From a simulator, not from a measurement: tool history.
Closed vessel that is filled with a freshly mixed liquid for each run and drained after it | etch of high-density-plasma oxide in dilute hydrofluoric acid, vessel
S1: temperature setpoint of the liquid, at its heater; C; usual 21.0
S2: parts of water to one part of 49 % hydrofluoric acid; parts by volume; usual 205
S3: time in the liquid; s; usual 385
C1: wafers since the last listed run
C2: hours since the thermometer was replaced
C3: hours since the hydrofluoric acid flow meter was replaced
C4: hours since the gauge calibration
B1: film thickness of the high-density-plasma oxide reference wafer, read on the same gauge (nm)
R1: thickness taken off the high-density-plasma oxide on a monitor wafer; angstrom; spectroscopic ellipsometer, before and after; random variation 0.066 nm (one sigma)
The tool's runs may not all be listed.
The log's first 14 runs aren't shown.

run    hour    S1   S2   S3     C1      C2     C3      C4     B1     R1
 15  1322.2  21.0  205  385   2821   459.0  576.1   285.4  70.00  116.2
 16  1425.8  21.0  205  385   7399   562.6  679.7   389.0  69.98  115.4
 17  1477.7  21.0  300  385   3707   614.5  731.6   440.9  70.01   72.2
     1486.9  -- hydrofluoric acid flow meter replaced
 18  1537.9  21.0  205  385   4228   674.7   51.0   501.1  70.00  116.1
 19  1587.3  21.0  205  170   3528   724.1  100.4   550.5  69.98   51.8
 20  1626.7  22.5  140  475   2814   763.5  139.8   589.9  70.00  239.1
 21  1704.0  21.0  205  385   5521   840.8  217.1   667.2  70.03  117.0
 22  1772.7  22.5  265  545   4907   909.5  285.8   735.9  70.00  128.0
 23  1880.7  24.5  115  385   7714  1017.5  393.8   843.9  69.99  264.6
 24  1954.8  23.0  145  445   5292  1091.6  467.9   918.0  69.95  223.5
     2160.3  -- thermometer replaced
 25  2181.0  21.0  205  385  16085    20.7  694.1  1144.2  70.04  111.4
 26  2258.7  23.0  285  240   5549    98.4  771.8  1221.9  70.01   49.8
 27  2307.6  23.5  300  265   3492   147.3  820.7  1270.8  70.01   53.2
     2322.0  -- hydrofluoric acid flow meter replaced
 28  2353.6  24.5  265  570   3214   193.3   31.6  1316.8  69.97  137.7
 29  2436.0  19.0  120  385   5885   275.7  114.0  1399.2  69.98  195.1
 30  2521.5  21.0  205  385   6107   361.2  199.5  1484.7  69.99  113.0
 31  2592.1  21.0  125  550   5042   431.8  270.1  1555.3  69.96  289.5
 32  2697.4  23.0  240  475   7521   537.1  375.4  1660.6  70.02  124.3

3 ways to go on from here, each from the tool as it stands after run 32. What would each give?
  A  2698.2  26.0  205  385  57  537.9  376.2  1661.4   ?   ?
  B  2698.2  21.0  150  275  57  537.9  376.2  1661.4   ?   ?
  C  2698.2  24.5  245  495  57  537.9  376.2  1661.4   ?   ?

run     B1     R1
  A  70.02  137.5
  B  70.02  118.2
  C  70.02  134.3
Without the tool's hidden state the same runs would have given:
run     R1
  A  135.2
  B  116.1
  C  132.0
